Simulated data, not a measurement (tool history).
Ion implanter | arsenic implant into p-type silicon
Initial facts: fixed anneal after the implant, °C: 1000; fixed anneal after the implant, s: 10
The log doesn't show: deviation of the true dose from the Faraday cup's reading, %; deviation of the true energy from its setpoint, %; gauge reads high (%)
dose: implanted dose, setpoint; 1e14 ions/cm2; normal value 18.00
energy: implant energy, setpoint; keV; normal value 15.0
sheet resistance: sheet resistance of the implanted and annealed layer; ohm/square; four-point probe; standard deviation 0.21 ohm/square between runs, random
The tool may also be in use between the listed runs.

run    hour   dose  energy  wafers since the last listed run  hours since the last dose calibration  hours since the extraction supply was calibrated  hours since the gauge calibration  read-back reference wafer on the same gauge, sheet resistance  sheet resistance
  1     0.0  18.00    17.0                                 0                                  553.2                                            4633.8                             1478.8                                                         163.02            135.47
  2    41.6  20.78    15.0                               804                                  594.8                                            4675.4                             1520.4                                                         163.02            139.34
  3   112.6  20.78    15.0                              1372                                  665.8                                            4746.4                             1591.4                                                         163.01            139.20
  4   156.1  20.40    15.0                               840                                  709.3                                            4789.9                             1634.9                                                         163.09            139.38
  5   192.8  20.40    15.0                               709                                  746.0                                            4826.6                             1671.6                                                         162.89            139.29
  6   262.7  20.40    15.0                              1351                                  815.9                                            4896.5                             1741.5                                                         163.05            139.20
  7   319.3  21.39    13.5                              1094                                  872.5                                            4953.1                             1798.1                                                         163.08            143.62
      360.1  -- Faraday cup replaced and dose calibrated
  8   389.2  18.00    15.0                              1196                                   29.1                                            5023.0                             1868.0                                                         163.01            141.43
  9   444.5  18.00    11.5                              1068                                   84.4                                            5078.3                             1923.3                                                         163.12            153.59
 10   485.2  18.00    11.5                               786                                  125.1                                            5119.0                             1964.0                                                         163.12            153.41
 11   509.6  18.00    11.5                               471                                  149.5                                            5143.4                             1988.4                                                         163.00            153.54
 12   563.2  18.00    15.0                              1036                                  203.1                                            5197.0                             2042.0                                                         162.93            141.56
 13   618.3  18.00    18.5                              1065                                  258.2                                            5252.1                             2097.1                                                         163.00            131.22
 14   648.2  18.00    15.0                               577                                  288.1                                            5282.0                             2127.0                                                         163.03            141.63
 15   703.6  18.00    15.0                              1070                                  343.5                                            5337.4                             2182.4                                                         163.01            141.64
 16   735.0  18.00    16.5                               606                                  374.9                                            5368.8                             2213.8                                                         163.00            136.99
 17   777.8  18.00    15.0                               827                                  417.7                                            5411.6                             2256.6                                                         162.89            141.71
 18   813.6  23.07    15.0                               692                                  453.5                                            5447.4                             2292.4                                                         162.92            137.23
      824.9  -- gauge calibrated
 19   846.0  22.37    16.5                               626                                  485.9                                            5479.8                               21.1                                                         162.97            133.39
 20   936.3  18.00    15.0                              1745                                  576.2                                            5570.1                              111.4                                                         162.90            141.90
 21  1006.7  21.11    17.0                              1360                                  646.6                                            5640.5                              181.8                                                         162.95            132.69
 22  1095.2  14.10    11.5                              1710                                  735.1                                            5729.0                              270.3                                                         162.98            160.20
 23  1157.0  13.56    19.5                              1194                                  796.9                                            5790.8                              332.1                                                         163.06            135.91
 24  1201.2  20.78    15.0                               854                                  841.1                                            5835.0                              376.3                                                         162.90            139.04
     1248.9  -- Faraday cup replaced and dose calibrated
 25  1249.4  13.97    16.5                               777                                    0.5                                            5883.2                              424.5                                                         162.84            143.63
 26  1313.6  18.00    13.5                              1240                                   64.7                                            5947.4                              488.7                                                         163.04            146.74
 27  1337.7  21.19    15.0                               465                                   88.8                                            5971.5                              512.8                                                         162.99            138.48
     1346.2  -- extraction supply calibrated
 28  1396.0  20.49    15.0                               972                                  147.1                                              49.8                              571.1                                                         163.04            136.85
 29  1424.2  15.13    18.5                               545                                  175.3                                              78.0                              599.3                                                         163.05            133.00
 30  1473.2  20.87    18.5                               947                                  224.3                                             127.0                              648.3                                                         163.06            126.25
 31  1535.1  18.00    18.0                              1196                                  286.2                                             188.9                              710.2                                                         163.02            129.96
 32  1589.9  16.45    12.5                              1059                                  341.0                                             243.7                              765.0                                                         163.02            150.05
 33  1629.4  22.01    14.0                               763                                  380.5                                             283.2                              804.5                                                         162.99            139.67
 34  1655.5  22.01    14.0                               504                                  406.6                                             309.3                              830.6                                                         163.12            139.38
 35  1713.1  18.00    15.0                              1113                                  464.2                                             366.9                              888.2                                                         162.85            139.82
 36  1780.7  21.56    19.5                              1306                                  531.8                                             434.5                              955.8                                                         163.07            123.20
 37  1838.9  20.78    15.0                              1125                                  590.0                                             492.7                             1014.0                                                         162.99            137.58

Below, each run's measurement less what the same run would have read without the hidden state. Both values contain the same run-to-run variation, but the gauge's scatter may not be the same in both:
run  sheet resistance
  1             +2.28
  2             +2.10
  3             +2.10
  4             +2.11
  5             +2.12
  6             +2.11
  7             +1.97
  8             +2.16
  9             +1.88
 10             +1.87
 11             +1.88
 12             +2.18
 13             +2.40
 14             +2.19
 15             +2.19
 16             +2.31
 17             +2.19
 18             +2.10
 19             +2.26
 20             +2.20
 21             +2.32
 22             +1.99
 23             +2.39
 24             +2.16
 25             +2.33
 26             +2.09
 27             +2.16
 28             +0.02
 29             +0.06
 30             +0.11
 31             +0.18
 32             +0.20
 33             +0.25
 34             +0.27
 35             +0.34
 36             +0.44
 37             +0.45
